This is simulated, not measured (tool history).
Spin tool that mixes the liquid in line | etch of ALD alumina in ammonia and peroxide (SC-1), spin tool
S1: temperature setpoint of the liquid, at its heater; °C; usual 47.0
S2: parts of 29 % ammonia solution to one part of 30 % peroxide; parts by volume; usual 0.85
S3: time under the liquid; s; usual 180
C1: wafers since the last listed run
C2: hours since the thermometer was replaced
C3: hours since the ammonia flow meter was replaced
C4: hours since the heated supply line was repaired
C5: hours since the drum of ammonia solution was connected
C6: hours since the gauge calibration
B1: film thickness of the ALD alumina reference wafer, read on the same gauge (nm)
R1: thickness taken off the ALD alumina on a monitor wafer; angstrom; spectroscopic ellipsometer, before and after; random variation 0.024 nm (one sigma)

| run | day | S1 | S2 | S3 | C1 | C2 | C3 | C4 | C5 | C6 | B1 | R1 |
|---|---|---|---|---|---|---|---|---|---|---|---|---|
| 1 | 0.000 | 47.0 | 0.85 | 180 | 0 | 2512.2 | 44.0 | 902.4 | 1057.7 | 423.2 | 139.96 | 79.9 |
| 2 | 1.296 | 43.0 | 0.85 | 205 | 245 | 2543.3 | 75.1 | 933.5 | 1088.8 | 454.3 | 140.01 | 72.0 |
|  | 1.508 | thermometer replaced |
| 3 | 3.296 | 43.0 | 0.85 | 205 | 370 | 42.9 | 123.1 | 981.5 | 1136.8 | 502.3 | 139.99 | 72.4 |
| 4 | 4.488 | 47.0 | 1.00 | 95 | 225 | 71.5 | 151.7 | 1010.1 | 1165.4 | 530.9 | 140.01 | 42.7 |
|  | 4.812 | new drum of ammonia solution connected |
| 5 | 5.646 | 47.0 | 1.00 | 95 | 211 | 99.3 | 179.5 | 1037.9 | 20.0 | 558.7 | 139.99 | 42.8 |
| 6 | 7.758 | 47.0 | 1.00 | 95 | 399 | 150.0 | 230.2 | 1088.6 | 70.7 | 609.4 | 140.01 | 42.6 |
| 7 | 10.167 | 47.0 | 0.85 | 180 | 455 | 207.8 | 288.0 | 1146.4 | 128.5 | 667.2 | 139.99 | 79.5 |
| 8 | 12.904 | 44.5 | 1.00 | 290 | 518 | 273.5 | 353.7 | 1212.1 | 194.2 | 732.9 | 139.97 | 113.0 |
| 9 | 15.250 | 47.0 | 1.20 | 180 | 444 | 329.8 | 410.0 | 1268.4 | 250.5 | 789.2 | 140.00 | 82.9 |
| 10 | 17.004 | 47.0 | 0.85 | 180 | 332 | 371.9 | 452.1 | 1310.5 | 292.6 | 831.3 | 140.02 | 80.0 |
| 11 | 19.971 | 47.0 | 1.00 | 180 | 561 | 443.1 | 523.3 | 1381.7 | 363.8 | 902.5 | 140.00 | 81.0 |
| 12 | 21.767 | 47.0 | 0.85 | 180 | 339 | 486.2 | 566.4 | 1424.8 | 406.9 | 945.6 | 140.03 | 80.2 |
| 13 | 24.312 | 43.5 | 0.85 | 180 | 481 | 547.3 | 627.5 | 1485.9 | 468.0 | 1006.7 | 140.00 | 65.6 |
|  | 26.342 | gauge calibrated |
|  | 26.492 | heated supply line repaired |
| 14 | 27.004 | 55.0 | 0.95 | 250 | 501 | 611.9 | 692.1 | 12.3 | 532.6 | 15.9 | 139.99 | 173.4 |
|  | 27.692 | ammonia flow meter replaced |
| 15 | 29.008 | 47.0 | 1.00 | 95 | 371 | 660.0 | 31.6 | 60.4 | 580.7 | 64.0 | 140.02 | 42.9 |
| 16 | 30.729 | 40.5 | 0.85 | 75 | 325 | 701.3 | 72.9 | 101.7 | 622.0 | 105.3 | 140.00 | 22.8 |
| 17 | 33.288 | 42.0 | 0.60 | 80 | 484 | 762.7 | 134.3 | 163.1 | 683.4 | 166.7 | 140.01 | 25.6 |
| 18 | 34.667 | 47.0 | 0.85 | 180 | 261 | 795.8 | 167.4 | 196.2 | 716.5 | 199.8 | 139.99 | 79.9 |
| 19 | 35.800 | 47.0 | 1.00 | 140 | 214 | 823.0 | 194.6 | 223.4 | 743.7 | 227.0 | 140.00 | 63.0 |
| 20 | 38.575 | 47.0 | 0.85 | 180 | 525 | 889.6 | 261.2 | 290.0 | 810.3 | 293.6 | 140.01 | 79.5 |
| 21 | 41.296 | 43.0 | 0.75 | 180 | 515 | 954.9 | 326.5 | 355.3 | 875.6 | 358.9 | 139.99 | 62.8 |
| 22 | 43.550 | 47.0 | 0.85 | 140 | 426 | 1009.0 | 380.6 | 409.4 | 929.7 | 413.0 | 140.01 | 62.1 |
| 23 | 46.475 | 39.0 | 0.85 | 105 | 553 | 1079.2 | 450.8 | 479.6 | 999.9 | 483.2 | 140.02 | 29.4 |
| 24 | 49.575 | 43.0 | 0.50 | 140 | 586 | 1153.6 | 525.2 | 554.0 | 1074.3 | 557.6 | 139.98 | 47.0 |

5 ways to go on from here, each from the tool as it stands after run 24. What would each give?
| A | 49.596 | 47.0 | 0.85 | 245 | 3 | 1154.1 | 525.7 | 554.5 | 1074.8 | 558.1 | ? | ? |
| B | 49.596 | 54.0 | 0.75 | 180 | 3 | 1154.1 | 525.7 | 554.5 | 1074.8 | 558.1 | ? | ? |
| C | 49.596 | 38.5 | 0.75 | 90 | 3 | 1154.1 | 525.7 | 554.5 | 1074.8 | 558.1 | ? | ? |
| D | 49.596 | 53.5 | 0.85 | 180 | 3 | 1154.1 | 525.7 | 554.5 | 1074.8 | 558.1 | ? | ? |
| E | 49.596 | 52.0 | 0.60 | 215 | 3 | 1154.1 | 525.7 | 554.5 | 1074.8 | 558.1 | ? | ? |

| run | B1 | R1 |
|---|---|---|
| A | 140.02 | 108.6 |
| B | 140.02 | 115.7 |
| C | 140.02 | 24.1 |
| D | 140.02 | 114.0 |
| E | 140.02 | 121.5 |
Without the tool's hidden state the same runs would have given:
| run | R1 |
|---|---|
| A | 108.6 |
| B | 115.7 |
| C | 24.1 |
| D | 114.0 |
| E | 121.5 |
